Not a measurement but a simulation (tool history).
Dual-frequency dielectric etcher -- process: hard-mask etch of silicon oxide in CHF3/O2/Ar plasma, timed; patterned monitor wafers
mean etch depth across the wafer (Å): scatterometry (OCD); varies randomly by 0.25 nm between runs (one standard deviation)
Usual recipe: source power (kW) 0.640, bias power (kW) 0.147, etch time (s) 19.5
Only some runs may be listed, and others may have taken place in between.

| run | hour | source power (kW) | bias power (kW) | etch time (s) | wafers since the last listed run | hours since the last wet clean | hours since the last source power generator calibration | hours since the last bias power generator calibration | hours since the last upper electrode change | hours since the gauge calibration | read-back reference wafer on the same gauge, depth_nm | mean etch depth across the wafer (Å) |
|---|---|---|---|---|---|---|---|---|---|---|---|---|
| 1 | 0.0 | 0.640 | 0.147 | 19.5 | 0 | 294.6 | 2704.5 | 2294.6 | 34.6 | 1261.5 | 38.79 | 350.7 |
|  | 25.8 | source power generator calibrated |
| 2 | 51.0 | 0.640 | 0.147 | 19.5 | 402 | 345.6 | 25.2 | 2345.6 | 85.6 | 1312.5 | 38.77 | 346.3 |
| 3 | 105.2 | 0.640 | 0.147 | 19.5 | 464 | 399.8 | 79.4 | 2399.8 | 139.8 | 1366.7 | 38.74 | 344.7 |
| 4 | 131.4 | 0.640 | 0.147 | 19.5 | 224 | 426.0 | 105.6 | 2426.0 | 166.0 | 1392.9 | 38.70 | 347.1 |
| 5 | 168.2 | 0.640 | 0.147 | 19.5 | 315 | 462.8 | 142.4 | 2462.8 | 202.8 | 1429.7 | 38.67 | 350.3 |
|  | 203.4 | wet clean of the chamber |
| 6 | 203.9 | 0.750 | 0.167 | 15.5 | 100 | 0.5 | 178.1 | 2498.5 | 238.5 | 1465.4 | 38.59 | 302.7 |
| 7 | 244.7 | 0.640 | 0.147 | 19.5 | 349 | 41.3 | 218.9 | 2539.3 | 279.3 | 1506.2 | 38.55 | 349.8 |
| 8 | 330.7 | 0.550 | 0.127 | 15.5 | 736 | 127.3 | 304.9 | 2625.3 | 365.3 | 1592.2 | 38.57 | 246.9 |
| 9 | 385.2 | 0.640 | 0.147 | 19.5 | 466 | 181.8 | 359.4 | 2679.8 | 419.8 | 1646.7 | 38.53 | 343.1 |
| 10 | 456.0 | 0.640 | 0.147 | 19.5 | 606 | 252.6 | 430.2 | 2750.6 | 490.6 | 1717.5 | 38.46 | 346.3 |
|  | 484.3 | bias power generator calibrated |
| 11 | 526.3 | 0.640 | 0.147 | 19.5 | 567 | 322.9 | 500.5 | 42.0 | 560.9 | 1787.8 | 38.42 | 346.2 |
| 12 | 559.4 | 0.640 | 0.147 | 16.0 | 283 | 356.0 | 533.6 | 75.1 | 594.0 | 1820.9 | 38.34 | 284.2 |
| 13 | 585.9 | 0.640 | 0.124 | 19.5 | 226 | 382.5 | 560.1 | 101.6 | 620.5 | 1847.4 | 38.35 | 316.2 |
| 14 | 624.8 | 0.640 | 0.147 | 19.5 | 333 | 421.4 | 599.0 | 140.5 | 659.4 | 1886.3 | 38.28 | 349.8 |
|  | 692.4 | wet clean of the chamber |
| 15 | 692.9 | 0.640 | 0.130 | 19.5 | 377 | 0.5 | 667.1 | 208.6 | 727.5 | 1954.4 | 38.21 | 324.0 |
| 16 | 750.9 | 0.640 | 0.131 | 19.5 | 496 | 58.5 | 725.1 | 266.6 | 785.5 | 2012.4 | 38.12 | 329.4 |
|  | 808.7 | gauge calibrated |
| 17 | 818.1 | 0.750 | 0.147 | 22.0 | 575 | 125.7 | 792.3 | 333.8 | 852.7 | 9.4 | 39.43 | 423.7 |
| 18 | 862.9 | 0.720 | 0.119 | 19.5 | 383 | 170.5 | 837.1 | 378.6 | 897.5 | 54.2 | 39.39 | 332.6 |
| 19 | 901.5 | 0.640 | 0.169 | 19.5 | 330 | 209.1 | 875.7 | 417.2 | 936.1 | 92.8 | 39.33 | 377.3 |
| 20 | 932.5 | 0.740 | 0.147 | 19.5 | 265 | 240.1 | 906.7 | 448.2 | 967.1 | 123.8 | 39.36 | 370.5 |
| 21 | 979.6 | 0.760 | 0.134 | 19.5 | 403 | 287.2 | 953.8 | 495.3 | 1014.2 | 170.9 | 39.34 | 354.6 |
| 22 | 1043.7 | 0.640 | 0.162 | 19.5 | 548 | 351.3 | 1017.9 | 559.4 | 1078.3 | 235.0 | 39.27 | 374.1 |
| 23 | 1114.6 | 0.760 | 0.157 | 14.5 | 607 | 422.2 | 1088.8 | 630.3 | 1149.2 | 305.9 | 39.16 | 281.5 |
| 24 | 1150.9 | 0.640 | 0.147 | 19.5 | 310 | 458.5 | 1125.1 | 666.6 | 1185.5 | 342.2 | 39.17 | 352.8 |
| 25 | 1182.0 | 0.640 | 0.147 | 19.5 | 266 | 489.6 | 1156.2 | 697.7 | 1216.6 | 373.3 | 39.16 | 350.9 |
|  | 1216.6 | wet clean of the chamber |
| 26 | 1247.7 | 0.640 | 0.166 | 19.5 | 357 | 31.1 | 1221.9 | 763.4 | 1282.3 | 439.0 | 39.10 | 373.5 |
| 27 | 1308.8 | 0.640 | 0.147 | 19.5 | 523 | 92.2 | 1283.0 | 824.5 | 1343.4 | 500.1 | 38.96 | 352.6 |
| 28 | 1361.7 | 0.640 | 0.147 | 19.5 | 453 | 145.1 | 1335.9 | 877.4 | 1396.3 | 553.0 | 39.07 | 348.6 |
| 29 | 1410.4 | 0.710 | 0.112 | 19.5 | 417 | 193.8 | 1384.6 | 926.1 | 1445.0 | 601.7 | 38.96 | 318.9 |
| 30 | 1453.0 | 0.640 | 0.147 | 22.0 | 364 | 236.4 | 1427.2 | 968.7 | 1487.6 | 644.3 | 38.96 | 396.8 |

Exercise: give the hidden state of the tool at every run:
etch rate over this chamber's usual, %: 0 at every run
source power that arrives over what is set, %: 0 at every run
bias power that arrives over what is set, %: 0 at every run
H1: gauge reads high (%)
| run | H1 |
|---|---|
| 1 | -2.29 |
| 2 | -2.39 |
| 3 | -2.49 |
| 4 | -2.54 |
| 5 | -2.61 |
| 6 | -2.68 |
| 7 | -2.76 |
| 8 | -2.93 |
| 9 | -3.04 |
| 10 | -3.17 |
| 11 | -3.31 |
| 12 | -3.37 |
| 13 | -3.43 |
| 14 | -3.5 |
| 15 | -3.63 |
| 16 | -3.75 |
| 17 | -0.665 |
| 18 | -0.752 |
| 19 | -0.827 |
| 20 | -0.888 |
| 21 | -0.979 |
| 22 | -1.1 |
| 23 | -1.24 |
| 24 | -1.31 |
| 25 | -1.37 |
| 26 | -1.5 |
| 27 | -1.62 |
| 28 | -1.72 |
| 29 | -1.82 |
| 30 | -1.9 |

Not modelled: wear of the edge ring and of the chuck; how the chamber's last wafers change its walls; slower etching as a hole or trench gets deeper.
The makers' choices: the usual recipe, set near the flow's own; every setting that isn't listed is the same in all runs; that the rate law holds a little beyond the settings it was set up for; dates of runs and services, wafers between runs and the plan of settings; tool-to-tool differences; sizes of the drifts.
